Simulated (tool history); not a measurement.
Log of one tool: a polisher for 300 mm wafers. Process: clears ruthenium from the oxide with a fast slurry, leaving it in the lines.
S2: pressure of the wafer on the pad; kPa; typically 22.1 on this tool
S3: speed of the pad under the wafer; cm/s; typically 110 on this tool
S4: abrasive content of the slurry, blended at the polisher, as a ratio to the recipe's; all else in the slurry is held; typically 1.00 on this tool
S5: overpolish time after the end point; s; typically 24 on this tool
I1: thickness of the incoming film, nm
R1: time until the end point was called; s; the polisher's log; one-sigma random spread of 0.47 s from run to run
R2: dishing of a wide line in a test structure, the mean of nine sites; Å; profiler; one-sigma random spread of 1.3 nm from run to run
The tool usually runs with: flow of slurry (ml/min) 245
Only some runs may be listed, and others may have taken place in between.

{"run": 1, "day": 0.0, "flow of slurry (ml/min)": 245, "S2": 18.6, "S3": 110, "S4": 1.2, "S5": 24, "I1": 120.0, "R1": 32.7, "R2": 664}
{"run": 2, "day": 1.704, "flow of slurry (ml/min)": 245, "S2": 18.6, "S3": 110, "S4": 1.2, "S5": 24, "I1": 119.1, "R1": 34.9, "R2": 642}
{"run": 3, "day": 3.6, "flow of slurry (ml/min)": 245, "S2": 18.6, "S3": 110, "S4": 1.2, "S5": 24, "I1": 119.1, "R1": 35.2, "R2": 629}
{"run": 4, "day": 5.862, "flow of slurry (ml/min)": 245, "S2": 22.1, "S3": 110, "S4": 1.0, "S5": 24, "I1": 119.1, "R1": 33.2, "R2": 674}
{"run": 5, "day": 7.762, "flow of slurry (ml/min)": 245, "S2": 22.1, "S3": 110, "S4": 1.0, "S5": 24, "I1": 119.8, "R1": 35.1, "R2": 656}
{"day": 11.029, "done": "slurry blender recalibrated"}
{"run": 6, "day": 11.479, "flow of slurry (ml/min)": 245, "S2": 22.1, "S3": 132, "S4": 1.0, "S5": 24, "I1": 121.2, "R1": 27.9, "R2": 765}
{"day": 12.229, "done": "worn pad replaced by a new one"}
{"run": 7, "day": 15.575, "flow of slurry (ml/min)": 245, "S2": 22.1, "S3": 132, "S4": 1.0, "S5": 24, "I1": 119.8, "R1": 26.1, "R2": 812}
{"day": 16.096, "done": "slurry nozzle cleaned"}
{"run": 8, "day": 19.996, "flow of slurry (ml/min)": 245, "S2": 22.1, "S3": 110, "S4": 1.0, "S5": 24, "I1": 119.6, "R1": 32.8, "R2": 661}
{"run": 9, "day": 23.05, "flow of slurry (ml/min)": 245, "S2": 22.1, "S3": 110, "S4": 1.0, "S5": 24, "I1": 121.9, "R1": 35.6, "R2": 629}
{"day": 24.296, "done": "worn pad replaced by a new one"}
{"day": 24.592, "done": "slurry blender recalibrated"}
{"run": 10, "day": 25.462, "flow of slurry (ml/min)": 245, "S2": 22.1, "S3": 110, "S4": 1.0, "S5": 24, "I1": 121.7, "R1": 30.6, "R2": 721}
{"run": 11, "day": 28.596, "flow of slurry (ml/min)": 245, "S2": 20.0, "S3": 110, "S4": 1.0, "S5": 24, "I1": 121.1, "R1": 34.5, "R2": 649}
{"run": 12, "day": 30.425, "flow of slurry (ml/min)": 245, "S2": 20.0, "S3": 110, "S4": 1.0, "S5": 24, "I1": 120.4, "R1": 36.0, "R2": 640}
{"day": 31.446, "done": "slurry nozzle cleaned"}
{"run": 13, "day": 34.575, "flow of slurry (ml/min)": 245, "S2": 20.0, "S3": 110, "S4": 1.0, "S5": 24, "I1": 118.7, "R1": 37.9, "R2": 608}
{"run": 14, "day": 36.338, "flow of slurry (ml/min)": 245, "S2": 22.1, "S3": 110, "S4": 1.0, "S5": 24, "I1": 119.8, "R1": 34.6, "R2": 649}
{"day": 37.533, "done": "worn pad replaced by a new one"}
{"run": 15, "day": 38.258, "flow of slurry (ml/min)": 205, "S2": 17.2, "S3": 110, "S4": 0.7, "S5": 16, "I1": 120.0, "R1": 49.0, "R2": 329}
{"day": 38.421, "done": "slurry blender recalibrated"}
{"day": 39.433, "done": "head pressure recalibrated"}
{"run": 16, "day": 41.288, "flow of slurry (ml/min)": 245, "S2": 18.6, "S3": 110, "S4": 1.2, "S5": 24, "I1": 119.5, "R1": 33.4, "R2": 672}
{"run": 17, "day": 43.842, "flow of slurry (ml/min)": 270, "S2": 26.2, "S3": 74, "S4": 1.0, "S5": 24, "I1": 118.9, "R1": 39.1, "R2": 575}
{"day": 44.892, "done": "slurry nozzle cleaned"}
{"run": 18, "day": 45.712, "flow of slurry (ml/min)": 245, "S2": 22.1, "S3": 110, "S4": 1.0, "S5": 24, "I1": 120.7, "R1": 32.6, "R2": 669}
{"run": 19, "day": 47.296, "flow of slurry (ml/min)": 245, "S2": 28.3, "S3": 110, "S4": 1.0, "S5": 24, "I1": 122.0, "R1": 26.5, "R2": 801}
{"run": 20, "day": 49.458, "flow of slurry (ml/min)": 245, "S2": 22.1, "S3": 94, "S4": 0.85, "S5": 24, "I1": 121.8, "R1": 44.3, "R2": 536}
{"day": 50.471, "done": "slurry blender recalibrated"}
{"day": 50.95, "done": "worn pad replaced by a new one"}
{"run": 21, "day": 52.854, "flow of slurry (ml/min)": 245, "S2": 28.3, "S3": 96, "S4": 1.15, "S5": 24, "I1": 121.5, "R1": 26.6, "R2": 824}
{"run": 22, "day": 55.008, "flow of slurry (ml/min)": 245, "S2": 22.1, "S3": 110, "S4": 1.0, "S5": 24, "I1": 121.4, "R1": 32.2, "R2": 686}
{"run": 23, "day": 56.704, "flow of slurry (ml/min)": 165, "S2": 22.1, "S3": 110, "S4": 1.0, "S5": 24, "I1": 118.2, "R1": 33.9, "R2": 652}
{"run": 24, "day": 58.483, "flow of slurry (ml/min)": 245, "S2": 24.8, "S3": 78, "S4": 1.3, "S5": 24, "I1": 121.4, "R1": 38.5, "R2": 614}
{"day": 58.792, "done": "slurry nozzle cleaned"}
{"run": 25, "day": 62.254, "flow of slurry (ml/min)": 245, "S2": 22.1, "S3": 92, "S4": 1.0, "S5": 24, "I1": 119.3, "R1": 42.0, "R2": 544}

What will run 26 give?
{"day": 63.788, "done": "slurry blender recalibrated"}
{"run": 26, "day": 65.521, "flow of slurry (ml/min)": 245, "S2": 15.9, "S3": 110, "S4": 1.25, "S5": 36, "I1": 118.7, "R1": "?", "R2": "?"}

For run 26 the tool returned R1 43.3 s, R2 731 Å.
With no hidden state in the tool, this same run would have given R1 36.4 s, R2 836 Å.
